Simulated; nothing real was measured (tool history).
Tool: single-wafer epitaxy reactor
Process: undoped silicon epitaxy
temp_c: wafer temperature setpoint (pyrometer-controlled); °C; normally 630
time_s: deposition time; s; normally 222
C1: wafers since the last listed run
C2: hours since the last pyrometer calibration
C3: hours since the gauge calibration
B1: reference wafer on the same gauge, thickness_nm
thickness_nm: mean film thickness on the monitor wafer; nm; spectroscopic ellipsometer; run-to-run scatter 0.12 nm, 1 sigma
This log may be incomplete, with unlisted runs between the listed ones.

Run 1, hour 0: usual settings; C1 0; C2 2007.2; C3 318.7; B1 22.107. Result: thickness_nm 22.223 nm.
At hour 6.3: gauge calibrated.
Run 2, hour 14.4: usual settings; C1 116; C2 2021.6; C3 8.1; B1 22.118. Result: thickness_nm 22.092 nm.
Run 3, hour 29.5: usual settings; C1 121; C2 2036.7; C3 23.2; B1 22.11. Result: thickness_nm 22.312 nm.
Run 4, hour 47.1: usual settings but temp_c 640 °C; C1 142; C2 2054.3; C3 40.8; B1 22.074. Result: thickness_nm 28.001 nm.
Run 5, hour 77: usual settings but temp_c 640 °C; C1 241; C2 2084.2; C3 70.7; B1 22.103. Result: thickness_nm 27.869 nm.
Run 6, hour 94.3: usual settings but temp_c 624 °C; C1 139; C2 2101.5; C3 88; B1 22.108. Result: thickness_nm 19.246 nm.
Run 7, hour 104.8: usual settings; C1 84; C2 2112; C3 98.5; B1 22.105. Result: thickness_nm 22.076 nm.
Run 8, hour 112.8: usual settings; C1 64; C2 2120; C3 106.5; B1 22.091. Result: thickness_nm 22.193 nm.
Run 9, hour 128.3: usual settings; C1 125; C2 2135.5; C3 122; B1 22.104. Result: thickness_nm 22.218 nm.
Run 10, hour 146.1: usual settings; C1 143; C2 2153.3; C3 139.8; B1 22.104. Result: thickness_nm 21.942 nm.
Run 11, hour 159.2: usual settings; C1 105; C2 2166.4; C3 152.9; B1 22.092. Result: thickness_nm 21.898 nm.
Run 12, hour 166.6: usual settings; C1 59; C2 2173.8; C3 160.3; B1 22.11. Result: thickness_nm 22.161 nm.
Run 13, hour 183.2: usual settings; C1 134; C2 2190.4; C3 176.9; B1 22.104. Result: thickness_nm 22.336 nm.
Run 14, hour 200.3: usual settings; C1 138; C2 2207.5; C3 194; B1 22.11. Result: thickness_nm 21.901 nm.
Run 15, hour 213.7: usual settings; C1 108; C2 2220.9; C3 207.4; B1 22.1. Result: thickness_nm 22.114 nm.
Run 16, hour 225.8: usual settings; C1 97; C2 2233; C3 219.5; B1 22.11. Result: thickness_nm 21.863 nm.
Run 17, hour 234.1: usual settings but temp_c 637 °C, time_s 189 s; C1 67; C2 2241.3; C3 227.8; B1 22.095. Result: thickness_nm 22.303 nm.
At hour 243.4: pyrometer calibrated.
Run 18, hour 284: usual settings but temp_c 622 °C; C1 338; C2 40.6; C3 277.7; B1 22.098. Result: thickness_nm 20.965 nm.
Run 19, hour 301.2: usual settings but temp_c 638 °C, time_s 236 s; C1 138; C2 57.8; C3 294.9; B1 22.109. Result: thickness_nm 32.253 nm.
Run 20, hour 309.8: usual settings but time_s 256 s; C1 69; C2 66.4; C3 303.5; B1 22.109. Result: thickness_nm 29.233 nm.
At hour 314.2: gauge calibrated.
Run 21, hour 316.6: usual settings but temp_c 642 °C, time_s 255 s; C1 54; C2 73.2; C3 2.4; B1 22.107. Result: thickness_nm 37.867 nm.
Run 22, hour 332.2: usual settings but time_s 203 s; C1 126; C2 88.8; C3 18; B1 22.112. Result: thickness_nm 22.961 nm.
Run 23, hour 343.5: usual settings; C1 91; C2 100.1; C3 29.3; B1 22.091. Result: thickness_nm 24.971 nm.
Run 24, hour 352.9: usual settings; C1 75; C2 109.5; C3 38.7; B1 22.08. Result: thickness_nm 25.242 nm.
Run 25, hour 365.1: usual settings but temp_c 619 °C, time_s 195 s; C1 98; C2 121.7; C3 50.9; B1 22.096. Result: thickness_nm 16.895 nm.
Run 26, hour 375.8: usual settings; C1 86; C2 132.4; C3 61.6; B1 22.11. Result: thickness_nm 24.883 nm.
Run 27, hour 392.3: usual settings but temp_c 622 °C, time_s 183 s; C1 133; C2 148.9; C3 78.1; B1 22.09. Result: thickness_nm 16.819 nm.
Run 28, hour 400.3: usual settings but temp_c 619 °C, time_s 189 s; C1 64; C2 156.9; C3 86.1; B1 22.096. Result: thickness_nm 16.286 nm.
Run 29, hour 414.6: usual settings but temp_c 636 °C, time_s 260 s; C1 115; C2 171.2; C3 100.4; B1 22.108. Result: thickness_nm 33.272 nm.
Run 30, hour 424.4: usual settings but temp_c 634 °C; C1 79; C2 181; C3 110.2; B1 22.102. Result: thickness_nm 26.927 nm.

For some of the steps in thickness_nm from one run to the next: how much would appear even if the tool had no hidden state, given the settings, what came in and random variation, and how much remains for the hidden state plus any gauge scatter that the measured result and the result without hidden state don't share?
What the log doesn't record here: wafer temperature above the value expected at the setpoint (K); gauge reads high (%).
Run 3 -> 4: temp_c 630 -> 640. thickness_nm +5.689 nm: hidden state -0.753, all else +6.442.
Run 5 -> 6: temp_c 640 -> 624. thickness_nm -8.623 nm: hidden state +1.144, all else -9.767.
Run 17 -> 18: temp_c 637 -> 622, time_s 189 -> 222, pyrometer calibrated. thickness_nm -1.338 nm: hidden state +3.108, all else -4.446.
Run 18 -> 19: temp_c 622 -> 638, time_s 222 -> 236. thickness_nm +11.288 nm: hidden state -0.188, all else +11.476.
Run 21 -> 22: temp_c 642 -> 630, time_s 255 -> 203. thickness_nm -14.906 nm: hidden state +0.152, all else -15.058.
Run 28 -> 29: temp_c 619 -> 636, time_s 189 -> 260. thickness_nm +16.986 nm: hidden state -0.511, all else +17.497.
